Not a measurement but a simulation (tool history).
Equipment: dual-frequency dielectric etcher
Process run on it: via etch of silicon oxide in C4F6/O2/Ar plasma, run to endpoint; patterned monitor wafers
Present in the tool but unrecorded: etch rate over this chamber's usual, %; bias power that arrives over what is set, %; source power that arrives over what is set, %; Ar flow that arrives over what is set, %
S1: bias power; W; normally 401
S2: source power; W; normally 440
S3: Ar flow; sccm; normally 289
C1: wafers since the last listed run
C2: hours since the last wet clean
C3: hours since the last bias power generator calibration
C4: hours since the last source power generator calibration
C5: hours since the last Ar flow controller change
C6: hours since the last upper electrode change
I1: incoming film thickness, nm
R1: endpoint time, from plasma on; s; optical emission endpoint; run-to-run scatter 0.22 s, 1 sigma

run,hour,S1,S2,S3,C1,C2,C3,C4,C5,C6,I1,R1
1,0,401,440,289,0,124.4,2273.7,4273.8,3954.6,3782.3,143.1,33.3
2,12.1,401,440,241,217,136.5,2285.8,4285.9,3966.7,3794.4,142.4,32.4
3,19,401,440,289,124,143.4,2292.7,4292.8,3973.6,3801.3,142.8,33.6
4,26.2,401,440,289,129,150.6,2299.9,4300,3980.8,3808.5,141.3,33.3
5,32.6,329,440,289,115,157,2306.3,4306.4,3987.2,3814.9,142.6,35
6,48.6,329,440,289,287,173,2322.3,4322.4,4003.2,3830.9,143.6,35.2
7,59.8,329,440,289,201,184.2,2333.5,4333.6,4014.4,3842.1,143.1,35.5
8,73.7,401,490,272,250,198.1,2347.4,4347.5,4028.3,3856,143.9,32.3
# hour 91.3: Ar flow controller replaced
9,91.8,401,440,289,217,216.2,2365.5,4365.6,0.5,3874.1,143.9,33.9
10,107.8,401,440,336,287,232.2,2381.5,4381.6,16.5,3890.1,143.2,34.1
11,117,474,440,313,165,241.4,2390.7,4390.8,25.7,3899.3,142.8,32.6
# hour 121.3: bias power generator calibrated
12,128.4,401,440,233,133,252.8,7.1,4402.2,37.1,3910.7,142,33
13,137.3,401,440,233,160,261.7,16,4411.1,46,3919.6,142.6,33.1
14,149.7,401,440,289,223,274.1,28.4,4423.5,58.4,3932,143.7,34.1
15,156,360,360,263,113,280.4,34.7,4429.8,64.7,3938.3,143.3,37.5
# hour 181.1: upper electrode replaced
16,181.6,401,440,256,28,306,60.3,4455.4,90.3,0.5,142.3,33.6
17,183.8,462,380,289,39,308.2,62.5,4457.6,92.5,2.7,142.9,34.5
18,197.2,368,440,289,241,321.6,75.9,4471,105.9,16.1,143.4,35.6
# hour 205.7: source power generator calibrated
# hour 224.2: wet clean of the chamber
19,224.7,451,440,289,89,0.5,103.4,19,133.4,43.6,142.8,32
20,225,401,440,289,5,0.8,103.7,19.3,133.7,43.9,143.5,32.6
21,232.3,357,410,333,131,8.1,111,26.6,141,51.2,142.2,35.2
22,249.9,489,480,254,316,25.7,128.6,44.2,158.6,68.8,143.4,30
23,256.2,401,490,272,113,32,134.9,50.5,164.9,75.1,142.8,31.6
24,263.2,401,440,289,125,39,141.9,57.5,171.9,82.1,142.4,32.9
25,277.9,450,540,326,264,53.7,156.6,72.2,186.6,96.8,141.8,30.2
26,284.2,491,540,261,113,60,162.9,78.5,192.9,103.1,142.6,28.8

What was the tool's hidden state at every run in the log?
bias power that arrives over what is set, %: 0 at every run
source power that arrives over what is set, %: 0 at every run
Ar flow that arrives over what is set, %: 0 at every run
H1: etch rate over this chamber's usual, %
run,H1
1,-1.54
2,-1.71
3,-1.81
4,-1.92
5,-2.01
6,-2.24
7,-2.41
8,-2.61
9,-2.88
10,-3.11
11,-3.24
12,-3.41
13,-3.54
14,-3.72
15,-3.81
16,-4.19
17,-4.22
18,-4.42
19,-0.0878
20,-0.0921
21,-0.199
22,-0.456
23,-0.548
24,-0.65
25,-0.865
26,-0.957
